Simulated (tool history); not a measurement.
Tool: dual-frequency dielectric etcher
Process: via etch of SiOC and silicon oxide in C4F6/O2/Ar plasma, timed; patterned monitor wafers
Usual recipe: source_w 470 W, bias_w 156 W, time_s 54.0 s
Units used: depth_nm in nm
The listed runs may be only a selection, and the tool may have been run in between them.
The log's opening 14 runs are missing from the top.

run	hour	source_w	bias_w	time_s	wafers since the last listed run	hours since the last wet clean	hours since the last source power generator calibration	hours since the last bias power generator calibration	hours since the last upper electrode change	hours since the gauge calibration	read-back reference wafer on the same gauge, depth_nm	depth_nm
15	1116.1	470	156	54.0	770	302.5	2387.7	3659.4	247.9	990.6	59.8	67.2
16	1204.3	470	141	40.0	1422	390.7	2475.9	3747.6	336.1	1078.8	59.8	48.2
# hour 1326.2: wet clean of the chamber
17	1415.4	470	156	63.0	3017	89.2	2687.0	3958.7	547.2	1289.9	59.8	78.4
18	1463.6	470	156	54.0	777	137.4	2735.2	4006.9	595.4	1338.1	59.9	66.8
19	1556.5	570	156	54.0	1498	230.3	2828.1	4099.8	688.3	1431.0	59.9	71.7
# hour 1578.9: gauge calibrated
20	1631.5	470	156	54.0	1209	305.3	2903.1	4174.8	763.3	52.6	59.8	66.7
21	1681.3	370	187	43.5	803	355.1	2952.9	4224.6	813.1	102.4	59.9	50.8
# hour 1764.9: source power generator calibrated
22	1776.9	470	138	48.0	1477	450.7	12.0	4320.2	908.7	198.0	59.8	57.7
23	1835.3	560	156	42.5	941	509.1	70.4	4378.6	967.1	256.4	59.8	56.6
# hour 1867.2: bias power generator calibrated
# hour 1898.3: wet clean of the chamber
24	1912.6	470	126	45.0	795	14.3	147.7	45.4	1044.4	333.7	59.7	53.6
25	1955.4	360	156	43.0	690	57.1	190.5	88.2	1087.2	376.5	59.8	47.0
26	2012.7	410	175	54.0	924	114.4	247.8	145.5	1144.5	433.8	59.8	64.8
27	2094.7	470	156	54.0	1322	196.4	329.8	227.5	1226.5	515.8	59.9	66.3
28	2182.0	470	156	54.0	1408	283.7	417.1	314.8	1313.8	603.1	59.8	67.2
29	2284.4	470	156	54.0	1651	386.1	519.5	417.2	1416.2	705.5	59.9	67.4
30	2344.6	470	156	45.0	970	446.3	579.7	477.4	1476.4	765.7	59.9	55.3

Below are 4 alternative next runs, each starting from the tool's condition after run 30. Predict each:
A	2345.0	470	156	54.0	6	446.7	580.1	477.8	1476.8	766.1	?	?
B	2345.0	420	156	59.5	6	446.7	580.1	477.8	1476.8	766.1	?	?
C	2345.0	400	156	54.0	6	446.7	580.1	477.8	1476.8	766.1	?	?
D	2345.0	470	156	49.0	6	446.7	580.1	477.8	1476.8	766.1	?	?

run	read-back reference wafer on the same gauge, depth_nm	depth_nm
A	59.7	66.5
B	59.7	69.8
C	59.7	62.0
D	59.7	60.3
What these runs would have given with no unlogged condition in the tool:
run	depth_nm
A	66.5
B	69.8
C	62.0
D	60.3

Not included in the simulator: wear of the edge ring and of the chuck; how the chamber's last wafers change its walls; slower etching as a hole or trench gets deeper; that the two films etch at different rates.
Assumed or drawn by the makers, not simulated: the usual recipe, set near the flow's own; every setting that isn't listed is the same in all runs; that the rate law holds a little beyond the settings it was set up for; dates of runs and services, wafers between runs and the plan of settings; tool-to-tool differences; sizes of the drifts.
